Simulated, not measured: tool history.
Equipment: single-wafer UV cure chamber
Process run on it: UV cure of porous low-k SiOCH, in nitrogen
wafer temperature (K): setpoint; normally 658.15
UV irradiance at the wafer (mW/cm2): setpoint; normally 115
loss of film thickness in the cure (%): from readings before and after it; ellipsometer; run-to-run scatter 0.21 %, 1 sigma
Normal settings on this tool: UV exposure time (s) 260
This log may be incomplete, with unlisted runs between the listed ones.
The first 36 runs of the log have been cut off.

run    hour  wafer temperature (K)  UV exposure time (s)  UV irradiance at the wafer (mW/cm2)  wafers since the last listed run  hours since the UV bulbs were replaced  wafers since the quartz window was cleaned  loss of film thickness in the cure (%)
 37  2999.5                 658.15                   260                                   88                               347                                  1645.1                                        1742                                  11.012
 38  3103.6                 672.15                   260                                  146                               840                                  1749.2                                        2583                                  13.440
 39  3146.7                 658.15                   260                                  133                               348                                  1792.3                                        2931                                  12.630
 40  3184.4                 658.15                   135                                  115                               304                                  1830.0                                        3236                                   8.703
 41  3284.3                 665.15                   260                                  115                               806                                  1929.9                                        4042                                  11.500
 42  3352.7                 658.15                   260                                  115                               552                                  1998.3                                        4595                                  11.593
     3550.5  -- quartz window cleaned
 43  3632.4                 658.15                   260                                  115                              2194                                  2278.0                                         661                                  11.908
 44  3714.8                 658.15                   305                                   85                               665                                  2360.4                                        1326                                  10.832
 45  3796.8                 652.15                   260                                  115                               662                                  2442.4                                        1989                                  11.629
     3817.6  -- UV bulbs replaced
 46  3842.5                 658.15                   365                                  128                               304                                    24.9                                        2293                                  14.732

Below are 5 alternative next runs, each starting from the tool's condition after run 46. Predict each:
  A  3843.0                 658.15                   260                                  115                                 4                                    25.4                                        2297                                       ?
  B  3843.0                 652.15                   260                                   92                                 4                                    25.4                                        2297                                       ?
  C  3843.0                 651.15                   395                                  150                                 4                                    25.4                                        2297                                       ?
  D  3843.0                 658.15                   210                                  138                                 4                                    25.4                                        2297                                       ?
  E  3843.0                 675.15                   260                                  115                                 4                                    25.4                                        2297                                       ?

run  loss of film thickness in the cure (%)
  A                                  12.583
  B                                  11.450
  C                                  15.701
  D                                  12.439
  E                                  12.893
Stripped of hidden state, with their random variation kept, the same runs would have yielded:
run  loss of film thickness in the cure (%)
  A                                  13.381
  B                                  12.228
  C                                  16.528
  D                                  13.234
  E                                  13.696
